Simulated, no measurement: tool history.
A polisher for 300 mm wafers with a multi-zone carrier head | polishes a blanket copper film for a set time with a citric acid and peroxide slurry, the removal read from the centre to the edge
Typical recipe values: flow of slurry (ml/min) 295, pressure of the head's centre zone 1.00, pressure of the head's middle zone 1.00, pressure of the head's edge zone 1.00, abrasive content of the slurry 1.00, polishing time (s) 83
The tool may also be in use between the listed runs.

run	hour	flow of slurry (ml/min)	pressure of the head's centre zone	pressure of the head's middle zone	pressure of the head's edge zone	abrasive content of the slurry	polishing time (s)	incoming thickness of the incoming film, nm	film removed at the wafer's centre (Å)	film removed at mid-radius (Å)	film removed at the wafer's edge (Å)
1	0.0	295	1.00	1.00	1.00	1.00	83	976.8	2135	2138	2147
# hour 3.7: slurry nozzle cleaned
2	16.7	260	1.09	0.91	1.09	1.00	83	981.5	2252	1919	2169
3	25.0	295	1.00	1.00	1.00	1.00	107	966.0	2670	2705	2771
# hour 44.2: carrier head's membrane replaced by a new one
4	44.7	400	1.00	1.00	1.03	1.00	98	974.4	2529	2521	2521
# hour 58.4: worn pad replaced by a new one
5	58.9	295	1.00	1.00	1.00	1.00	83	954.0	2326	2311	2372
6	71.0	295	1.00	1.00	1.00	1.00	83	957.6	2267	2325	2348
7	77.4	295	0.90	1.00	0.94	1.00	83	965.3	2072	2302	2286
8	84.2	235	0.89	1.00	1.00	0.75	99	959.3	2305	2587	2585
9	94.4	295	1.00	1.08	1.00	0.70	106	978.8	2790	2939	2780
10	102.7	295	1.00	1.00	1.00	1.00	83	950.9	2306	2267	2291
# hour 108.4: centre zone pressure recalibrated
11	110.7	375	1.00	1.00	1.00	1.30	83	965.2	2449	2401	2324
12	119.7	295	1.00	1.00	0.95	1.00	83	980.0	2256	2262	2203
13	127.9	220	1.00	1.00	1.00	1.00	83	968.0	2116	2167	2205
14	146.8	345	1.00	1.00	1.00	1.00	83	983.5	2255	2220	2224
15	164.1	295	1.00	1.09	1.00	1.00	83	963.5	2158	2329	2172
16	180.5	345	1.00	1.11	1.00	1.00	83	975.7	2173	2422	2148
17	192.3	295	1.00	1.00	1.00	1.00	83	959.1	2169	2141	2153
18	198.3	295	1.00	1.00	1.00	1.00	83	984.6	2177	2164	2109
19	213.7	295	1.00	1.00	1.00	1.00	83	968.0	2182	2152	2151
20	225.6	295	1.00	1.09	1.00	1.25	83	964.4	2194	2378	2231
21	231.9	295	1.00	1.00	1.00	1.00	83	982.0	2137	2136	2071

Give the tool's hidden conditions for every run:
slurry flow missing at the pad, %: 0 across all the runs
deviation of the centre zone's pressure from its setpoint, %: 0 across all the runs
deviation of the edge zone's pressure from its setpoint, %: 0 across all the runs
H1: removal rate lost through wear of the pad, %
run	H1
1	10
2	10.9
3	11.4
4	12.4
5	1.16
6	1.81
7	2.15
8	2.51
9	3.06
10	3.5
11	3.92
12	4.4
13	4.84
14	5.85
15	6.77
16	7.65
17	8.27
18	8.59
19	9.41
20	10
21	10.4
